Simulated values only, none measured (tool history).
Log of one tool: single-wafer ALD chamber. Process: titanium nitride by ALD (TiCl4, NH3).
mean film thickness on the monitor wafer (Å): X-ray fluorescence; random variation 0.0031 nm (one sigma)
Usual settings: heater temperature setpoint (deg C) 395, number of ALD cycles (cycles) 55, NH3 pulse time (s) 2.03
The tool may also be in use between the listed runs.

run   hour  heater temperature setpoint (deg C)  number of ALD cycles (cycles)  NH3 pulse time (s)  read-back reference wafer on the same gauge, thickness_nm  mean film thickness on the monitor wafer (Å)
  1      0                                  395                             55                2.03                                                       1.31                                         12.48
  2   30.3                                  395                             55                2.03                                                       1.31                                          12.5
  3  128.4                                  395                             55                2.03                                                      1.312                                         12.51
     153.8  -- thermocouple changed; heater temperature recalibrated
  4  161.9                                  395                             55                2.03                                                      1.313                                         12.48
  5  178.2                                  395                             55                1.86                                                      1.315                                         12.48
  6  193.3                                  395                             55                1.86                                                      1.315                                         12.43
  7  262.3                                  395                             55                1.86                                                      1.315                                         12.44
  8  285.9                                  395                             55                2.03                                                      1.314                                         12.57
  9    298                                  406                             51                2.03                                                      1.315                                         11.74
     302.1  -- gauge calibrated
 10  324.9                                  395                             55                2.03                                                        1.3                                         12.37
     339.2  -- showerhead replaced
 11  339.7                                  391                             64                2.49                                                      1.303                                         14.52
 12  370.9                                  382                             47                2.03                                                      1.303                                          10.5
 13  387.6                                  382                             55                1.53                                                      1.305                                         12.03
 14  415.9                                  395                             52                2.03                                                      1.305                                         11.82
 15  429.8                                  395                             50                 2.7                                                      1.305                                          11.5
 16  451.4                                  395                             55                2.03                                                      1.307                                         12.44

Forecast each of these 4 alternatives for the next run:
  A  451.9                                  395                             55                2.03                                                          ?                                             ?
  B  451.9                                  404                             55                 2.4                                                          ?                                             ?
  C  451.9                                  389                             50                2.03                                                          ?                                             ?
  D  451.9                                  395                             48                1.33                                                          ?                                             ?

run  read-back reference wafer on the same gauge, thickness_nm  mean film thickness on the monitor wafer (Å)
  A                                                      1.306                                         12.52
  B                                                      1.306                                         12.67
  C                                                      1.306                                         11.31
  D                                                      1.306                                          10.7
Without the tool's hidden state the same runs would have given:
run  mean film thickness on the monitor wafer (Å)
  A                                         12.45
  B                                         12.61
  C                                         11.25
  D                                         10.64
